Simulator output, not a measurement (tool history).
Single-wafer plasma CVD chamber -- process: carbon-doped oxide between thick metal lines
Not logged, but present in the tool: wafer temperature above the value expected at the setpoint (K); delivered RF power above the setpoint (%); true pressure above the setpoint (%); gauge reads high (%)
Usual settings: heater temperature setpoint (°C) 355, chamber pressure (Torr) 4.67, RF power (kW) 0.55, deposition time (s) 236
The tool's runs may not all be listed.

run,day,heater temperature setpoint (°C),chamber pressure (Torr),RF power (kW),deposition time (s),wafers since the last listed run,hours since the last thermocouple change,hours since the last RF generator calibration,hours since the last manometer calibration,hours since the showerhead was replaced,hours since the gauge calibration,"read-back reference wafer on the same gauge, thickness_nm",mean film thickness on the monitor wafer (nm)
1,0,355,4.67,0.55,236,0,2757.7,2283.5,2576.8,3549.4,133.2,1310.223,1227.902
2,0.292,355,4.67,0.55,236,31,2764.7,2290.5,2583.8,3556.4,140.2,1310.917,1231.875
3,0.971,355,4.67,0.55,236,73,2781,2306.8,2600.1,3572.7,156.5,1309.517,1230.216
4,1.4,355,4.67,0.55,236,46,2791.3,2317.1,2610.4,3583,166.8,1309.913,1232.727
5,2.029,344,4.67,0.55,236,67,2806.4,2332.2,2625.5,3598.1,181.9,1309.462,1266.165
6,2.296,344,4.67,0.55,236,28,2812.8,2338.6,2631.9,3604.5,188.3,1310.4,1263.068
7,2.592,344,4.67,0.55,236,31,2819.9,2345.7,2639,3611.6,195.4,1308.885,1266.295
# day 3.367: capacitance manometer re-zeroed and calibrated
# day 3.462: RF generator calibrated
8,3.483,355,4.67,0.55,236,49,2841.3,0.5,2.8,3633,216.8,1310.239,1196.978
9,3.688,355,4.67,0.55,236,21,2846.2,5.4,7.7,3637.9,221.7,1309.033,1198.613
10,4.421,355,4.67,0.55,236,78,2863.8,23,25.3,3655.5,239.3,1311.075,1195.389
11,4.933,355,4.21,0.55,236,55,2876.1,35.3,37.6,3667.8,251.6,1310.373,1179.113
# day 5.371: showerhead replaced
# day 5.733: RF generator calibrated, repeated, since the last time left the tool worse
12,5.754,355,3.99,0.55,203,16,2895.8,0.5,57.3,9.2,271.3,1310.006,1060.182
# day 5.975: gauge calibrated
13,6.075,355,4.67,0.55,236,34,2903.5,8.2,65,16.9,2.4,1309.579,1265.007
14,6.488,351,5.65,0.5,208,44,2913.4,18.1,74.9,26.8,12.3,1309.623,1103.646
15,7.112,355,4.67,0.55,236,67,2928.4,33.1,89.9,41.8,27.3,1309.531,1262.445
16,7.525,370,4.67,0.55,236,44,2938.3,43,99.8,51.7,37.2,1309.332,1218.523
17,8.054,344,5.79,0.55,236,56,2951,55.7,112.5,64.4,49.9,1310.033,1337.409
# day 8.704: thermocouple changed; heater temperature recalibrated
18,8.746,355,4.67,0.55,236,38,1,72.3,129.1,81,66.5,1310.035,1265.425
19,9.146,344,5.79,0.55,236,42,10.6,81.9,138.7,90.6,76.1,1310.634,1338.766
20,9.579,341,4.67,0.55,257,46,21,92.3,149.1,101,86.5,1309.072,1431.846
21,9.954,355,5.15,0.55,252,40,30,101.3,158.1,110,95.5,1309.379,1365.316
22,10.688,366,5.71,0.55,236,78,47.6,118.9,175.7,127.6,113.1,1310.448,1265.367
23,10.975,347,4.06,0.5,257,30,54.5,125.8,182.6,134.5,120,1309.452,1310.498

Below are 5 alternative next runs, each starting from the tool's condition after run 23. Predict each:
A,10.996,355,4.67,0.55,217,2,55,126.3,183.1,135,120.5,?,?
B,10.996,355,4.67,0.55,278,2,55,126.3,183.1,135,120.5,?,?
C,10.996,355,3.92,0.55,236,2,55,126.3,183.1,135,120.5,?,?
D,10.996,348,4.67,0.625,204,2,55,126.3,183.1,135,120.5,?,?
E,10.996,355,4.19,0.61,212,2,55,126.3,183.1,135,120.5,?,?

run,"read-back reference wafer on the same gauge, thickness_nm",mean film thickness on the monitor wafer (nm)
A,1310.28,1163.716
B,1310.28,1490.03
C,1310.28,1234.361
D,1310.28,1189.247
E,1310.28,1180.002
Had the tool no hidden state, the same runs would have come out as:
run,mean film thickness on the monitor wafer (nm)
A,1167.007
B,1494.244
C,1237.853
D,1192.506
E,1183.235
